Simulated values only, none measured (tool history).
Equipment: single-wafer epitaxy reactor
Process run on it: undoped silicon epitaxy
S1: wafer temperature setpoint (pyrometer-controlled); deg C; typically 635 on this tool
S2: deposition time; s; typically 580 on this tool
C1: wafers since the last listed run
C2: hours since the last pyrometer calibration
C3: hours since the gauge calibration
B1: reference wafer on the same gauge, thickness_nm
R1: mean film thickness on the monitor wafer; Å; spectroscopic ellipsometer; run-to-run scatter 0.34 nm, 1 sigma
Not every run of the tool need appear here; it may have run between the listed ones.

{"run": 1, "hour": 0.0, "S1": 635, "S2": 539, "C1": 0, "C2": 1020, "C3": 204.2, "B1": 74.335, "R1": 763.33}
{"run": 2, "hour": 10.1, "S1": 635, "S2": 580, "C1": 25, "C2": 1030.1, "C3": 214.3, "B1": 74.345, "R1": 829.02}
{"run": 3, "hour": 17.4, "S1": 635, "S2": 580, "C1": 18, "C2": 1037.4, "C3": 221.6, "B1": 74.317, "R1": 827.13}
{"run": 4, "hour": 26.7, "S1": 635, "S2": 580, "C1": 23, "C2": 1046.7, "C3": 230.9, "B1": 74.327, "R1": 820.71}
{"run": 5, "hour": 40.0, "S1": 635, "S2": 580, "C1": 33, "C2": 1060, "C3": 244.2, "B1": 74.306, "R1": 823.96}
{"run": 6, "hour": 53.8, "S1": 635, "S2": 580, "C1": 34, "C2": 1073.8, "C3": 258, "B1": 74.327, "R1": 824.77}
{"run": 7, "hour": 60.9, "S1": 635, "S2": 580, "C1": 17, "C2": 1080.9, "C3": 265.1, "B1": 74.338, "R1": 821.9}
{"run": 8, "hour": 77.5, "S1": 635, "S2": 580, "C1": 41, "C2": 1097.5, "C3": 281.7, "B1": 74.282, "R1": 825.81}
{"run": 9, "hour": 85.9, "S1": 629, "S2": 580, "C1": 20, "C2": 1105.9, "C3": 290.1, "B1": 74.316, "R1": 708.76}
{"run": 10, "hour": 99.6, "S1": 629, "S2": 580, "C1": 34, "C2": 1119.6, "C3": 303.8, "B1": 74.256, "R1": 708.38}
{"hour": 115.9, "done": "pyrometer calibrated"}
{"run": 11, "hour": 116.4, "S1": 629, "S2": 580, "C1": 21, "C2": 0.5, "C3": 320.6, "B1": 74.319, "R1": 605.01}
{"run": 12, "hour": 130.5, "S1": 635, "S2": 665, "C1": 35, "C2": 14.6, "C3": 334.7, "B1": 74.316, "R1": 818.72}
{"run": 13, "hour": 137.0, "S1": 635, "S2": 665, "C1": 16, "C2": 21.1, "C3": 341.2, "B1": 74.29, "R1": 810.81}
{"run": 14, "hour": 182.3, "S1": 628, "S2": 580, "C1": 113, "C2": 66.4, "C3": 386.5, "B1": 74.315, "R1": 601.19}
{"hour": 184.1, "done": "gauge calibrated"}
{"run": 15, "hour": 214.9, "S1": 635, "S2": 669, "C1": 81, "C2": 99, "C3": 30.8, "B1": 74.302, "R1": 851.85}
{"run": 16, "hour": 225.5, "S1": 622, "S2": 631, "C1": 26, "C2": 109.6, "C3": 41.4, "B1": 74.359, "R1": 567.48}
{"run": 17, "hour": 242.0, "S1": 635, "S2": 580, "C1": 41, "C2": 126.1, "C3": 57.9, "B1": 74.348, "R1": 737.42}
{"run": 18, "hour": 259.1, "S1": 635, "S2": 580, "C1": 42, "C2": 143.2, "C3": 75, "B1": 74.234, "R1": 750.16}
{"run": 19, "hour": 281.4, "S1": 641, "S2": 541, "C1": 55, "C2": 165.5, "C3": 97.3, "B1": 74.321, "R1": 816.09}
{"run": 20, "hour": 288.7, "S1": 635, "S2": 580, "C1": 18, "C2": 172.8, "C3": 104.6, "B1": 74.382, "R1": 747.97}
{"run": 21, "hour": 299.6, "S1": 620, "S2": 480, "C1": 27, "C2": 183.7, "C3": 115.5, "B1": 74.329, "R1": 420.51}
{"run": 22, "hour": 307.9, "S1": 635, "S2": 545, "C1": 20, "C2": 192, "C3": 123.8, "B1": 74.365, "R1": 708.46}
{"run": 23, "hour": 316.4, "S1": 626, "S2": 580, "C1": 21, "C2": 200.5, "C3": 132.3, "B1": 74.255, "R1": 596.61}
{"run": 24, "hour": 330.3, "S1": 635, "S2": 665, "C1": 34, "C2": 214.4, "C3": 146.2, "B1": 74.334, "R1": 872.8}
{"run": 25, "hour": 340.9, "S1": 640, "S2": 614, "C1": 26, "C2": 225, "C3": 156.8, "B1": 74.367, "R1": 919.72}
{"run": 26, "hour": 354.4, "S1": 630, "S2": 493, "C1": 33, "C2": 238.5, "C3": 170.3, "B1": 74.286, "R1": 566.4}

Alternative continuations, all from the tool just after run 26; predict every row:
{"run": "A", "hour": 355.0, "S1": 635, "S2": 642, "C1": 1, "C2": 239.1, "C3": 170.9, "B1": "?", "R1": "?"}
{"run": "B", "hour": 355.0, "S1": 624, "S2": 580, "C1": 1, "C2": 239.1, "C3": 170.9, "B1": "?", "R1": "?"}
{"run": "C", "hour": 355.0, "S1": 621, "S2": 683, "C1": 1, "C2": 239.1, "C3": 170.9, "B1": "?", "R1": "?"}
{"run": "D", "hour": 355.0, "S1": 646, "S2": 478, "C1": 1, "C2": 239.1, "C3": 170.9, "B1": "?", "R1": "?"}

run=A B1=74.298 R1=844.92
run=B B1=74.298 R1=574.28
run=C B1=74.298 R1=624.9
run=D B1=74.298 R1=829.73
With the hidden condition removed and each run's random variation left untouched, the same runs would have given:
run=A R1=794.97
run=B R1=539.41
run=C R1=586.67
run=D R1=781.96
